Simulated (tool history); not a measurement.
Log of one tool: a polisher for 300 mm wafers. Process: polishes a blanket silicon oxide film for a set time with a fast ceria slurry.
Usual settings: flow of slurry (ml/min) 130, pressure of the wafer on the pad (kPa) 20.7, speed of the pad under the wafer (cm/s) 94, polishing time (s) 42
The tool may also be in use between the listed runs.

run   hour  flow of slurry (ml/min)  pressure of the wafer on the pad (kPa)  speed of the pad under the wafer (cm/s)  polishing time (s)  wafers since the last listed run  wafers polished on this pad  hours since the slurry nozzle was cleaned  hours since the head pressure was calibrated  incoming thickness of the incoming film, nm  film removed (angstrom)
  1      0                      130                                    20.7                                       94                  42                                 0                         1190                                      427.8                                         760.2                                       3193.9                     6698
      39.8  -- worn pad replaced by a new one
  2   68.6                      130                                    20.7                                       94                  42                              1031                          460                                      496.4                                         828.8                                       3200.3                     6780
  3  109.6                      130                                    20.7                                       94                  42                               654                         1115                                      537.4                                         869.8                                       3197.7                     6544
  4  162.7                      130                                    20.7                                       94                  42                               847                         1963                                      590.5                                         922.9                                       3127.4                     6030
     182.2  -- worn pad replaced by a new one
  5  228.8                      130                                    20.7                                       94                  42                               991                          744                                      656.6                                           989                                       3239.6                     6452
  6  276.8                      130                                    20.7                                       94                  42                               766                         1511                                      704.6                                          1037                                       3186.2                     6177
       291  -- worn pad replaced by a new one
     301.4  -- head pressure recalibrated
  7  338.3                      130                                    20.7                                       94                  42                               886                          723                                      766.1                                          36.9                                       3129.5                     7072
  8  363.5                      130                                    24.8                                       94                  42                               402                         1126                                      791.3                                          62.1                                       3200.8                     8517
  9  410.1                      130                                    20.7                                       94                  42                               744                         1870                                      837.9                                         108.7                                       3218.7                     6680
     418.3  -- worn pad replaced by a new one
 10  459.1                      165                                    26.9                                       64                  42                               718                          651                                      886.9                                         157.7                                       3192.3                     7112
     478.5  -- slurry nozzle cleaned
 11  513.4                       90                                    24.1                                      118                  35                               851                         1502                                       34.9                                           212                                       3195.6                     7533
     533.6  -- worn pad replaced by a new one
 12  539.3                      130                                    20.7                                       94                  52                               349                           90                                       60.8                                         237.9                                       3167.6                     9377
 13  594.9                      130                                    20.7                                       72                  42                               887                          978                                      116.4                                         293.5                                       3206.3                     5618
 14  622.4                      130                                    20.7                                       94                  42                               439                         1417                                      143.9                                           321                                         3227                     6763

Predict each of these 3 candidate next runs independently; none follows another, all start after run 14:
  A  622.8                      165                                    20.7                                       94                  42                                 6                         1423                                      144.3                                         321.4                                       3131.6                        ?
  B  622.8                      145                                    26.2                                      110                  37                                 6                         1423                                      144.3                                         321.4                                       3131.6                        ?
  C  622.8                      130                                    15.2                                       94                  42                                 6                         1423                                      144.3                                         321.4                                       3131.6                        ?

run  film removed (angstrom)
  A                     7037
  B                     8775
  C                     5026
With the hidden condition removed and each run's random variation left untouched, the same runs would have given:
run  film removed (angstrom)
  A                     7925
  B                     9883
  C                     5660
